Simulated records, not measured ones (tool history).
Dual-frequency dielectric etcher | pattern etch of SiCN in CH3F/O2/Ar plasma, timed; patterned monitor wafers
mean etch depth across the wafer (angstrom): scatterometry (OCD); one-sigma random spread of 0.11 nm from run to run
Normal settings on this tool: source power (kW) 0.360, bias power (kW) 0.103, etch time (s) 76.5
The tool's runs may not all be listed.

run,hour,source power (kW),bias power (kW),etch time (s),wafers since the last listed run,hours since the last wet clean,hours since the last source power generator calibration,hours since the last bias power generator calibration,hours since the last upper electrode change,hours since the gauge calibration,"read-back reference wafer on the same gauge, depth_nm",mean etch depth across the wafer (angstrom)
1,0.0,0.360,0.103,76.5,0,261.8,693.2,2274.0,4337.6,979.3,31.30,305.6
2,25.7,0.360,0.103,76.5,201,287.5,718.9,2299.7,4363.3,1005.0,31.35,304.7
3,52.3,0.360,0.103,76.5,208,314.1,745.5,2326.3,4389.9,1031.6,31.33,303.3
4,88.6,0.360,0.103,76.5,284,350.4,781.8,2362.6,4426.2,1067.9,31.28,304.3
5,114.6,0.360,0.096,76.5,203,376.4,807.8,2388.6,4452.2,1093.9,31.34,292.2
6,183.4,0.360,0.103,76.5,538,445.2,876.6,2457.4,4521.0,1162.7,31.29,301.1
7,231.4,0.360,0.103,90.5,375,493.2,924.6,2505.4,4569.0,1210.7,31.22,357.5
8,279.0,0.360,0.103,61.5,372,540.8,972.2,2553.0,4616.6,1258.3,31.31,241.9
9,325.4,0.360,0.103,61.5,363,587.2,1018.6,2599.4,4663.0,1304.7,31.32,241.8
10,352.4,0.360,0.103,61.5,211,614.2,1045.6,2626.4,4690.0,1331.7,31.27,241.6
11,380.3,0.360,0.103,92.5,218,642.1,1073.5,2654.3,4717.9,1359.6,31.26,361.1
# hour 413.1: gauge calibrated
# hour 416.1: wet clean of the chamber
12,431.8,0.360,0.103,76.5,215,15.7,1125.0,2705.8,4769.4,18.7,31.30,292.0
13,518.5,0.360,0.103,76.5,678,102.4,1211.7,2792.5,4856.1,105.4,31.28,292.2
14,590.2,0.360,0.103,76.5,561,174.1,1283.4,2864.2,4927.8,177.1,31.31,289.4
# hour 647.4: upper electrode replaced
15,647.9,0.280,0.091,88.5,263,231.8,1341.1,2921.9,0.5,234.8,31.35,282.0
16,688.3,0.360,0.103,76.5,316,272.2,1381.5,2962.3,40.9,275.2,31.32,285.6
# hour 723.1: wet clean of the chamber, repeated, since the last time left the tool worse
17,740.7,0.400,0.103,94.5,222,17.6,1433.9,3014.7,93.3,327.6,31.35,397.0
18,797.4,0.290,0.103,83.0,443,74.3,1490.6,3071.4,150.0,384.3,31.31,309.3
# hour 825.0: bias power generator calibrated
# hour 841.4: source power generator calibrated
19,844.3,0.320,0.094,62.5,304,121.2,2.9,19.3,196.9,431.2,31.30,227.3
20,996.5,0.360,0.103,76.5,1191,273.4,155.1,171.5,349.1,583.4,31.29,305.8
21,1063.3,0.360,0.111,76.5,522,340.2,221.9,238.3,415.9,650.2,31.29,318.9
22,1105.7,0.440,0.103,76.5,331,382.6,264.3,280.7,458.3,692.6,31.30,327.5
23,1162.8,0.450,0.082,83.5,446,439.7,321.4,337.8,515.4,749.7,31.32,310.6
24,1206.9,0.280,0.081,60.5,345,483.8,365.5,381.9,559.5,793.8,31.30,187.4
25,1256.9,0.440,0.085,76.5,391,533.8,415.5,431.9,609.5,843.8,31.25,286.9
26,1316.5,0.450,0.082,83.5,466,593.4,475.1,491.5,669.1,903.4,31.33,308.3
27,1354.7,0.340,0.093,84.5,299,631.6,513.3,529.7,707.3,941.6,31.31,304.8
# hour 1403.3: wet clean of the chamber
28,1403.8,0.360,0.103,76.5,196,0.5,562.4,578.8,756.4,990.7,31.28,308.1
29,1425.8,0.360,0.093,91.5,172,22.5,584.4,600.8,778.4,1012.7,31.30,342.7

5 options for the next run, each taken on its own from the tool as it stands now. Forecast them:
A,1426.2,0.360,0.103,76.5,3,22.9,584.8,601.2,778.8,1013.1,?,?
B,1426.2,0.290,0.103,76.5,3,22.9,584.8,601.2,778.8,1013.1,?,?
C,1426.2,0.400,0.078,55.0,3,22.9,584.8,601.2,778.8,1013.1,?,?
D,1426.2,0.290,0.103,84.5,3,22.9,584.8,601.2,778.8,1013.1,?,?
E,1426.2,0.390,0.103,62.0,3,22.9,584.8,601.2,778.8,1013.1,?,?

run,"read-back reference wafer on the same gauge, depth_nm",mean etch depth across the wafer (angstrom)
A,31.23,305.7
B,31.23,282.9
C,31.23,191.1
D,31.23,312.5
E,31.23,255.0
Had the tool no hidden state, the same runs would have come out as:
run,mean etch depth across the wafer (angstrom)
A,307.2
B,284.3
C,192.0
D,314.1
E,256.2

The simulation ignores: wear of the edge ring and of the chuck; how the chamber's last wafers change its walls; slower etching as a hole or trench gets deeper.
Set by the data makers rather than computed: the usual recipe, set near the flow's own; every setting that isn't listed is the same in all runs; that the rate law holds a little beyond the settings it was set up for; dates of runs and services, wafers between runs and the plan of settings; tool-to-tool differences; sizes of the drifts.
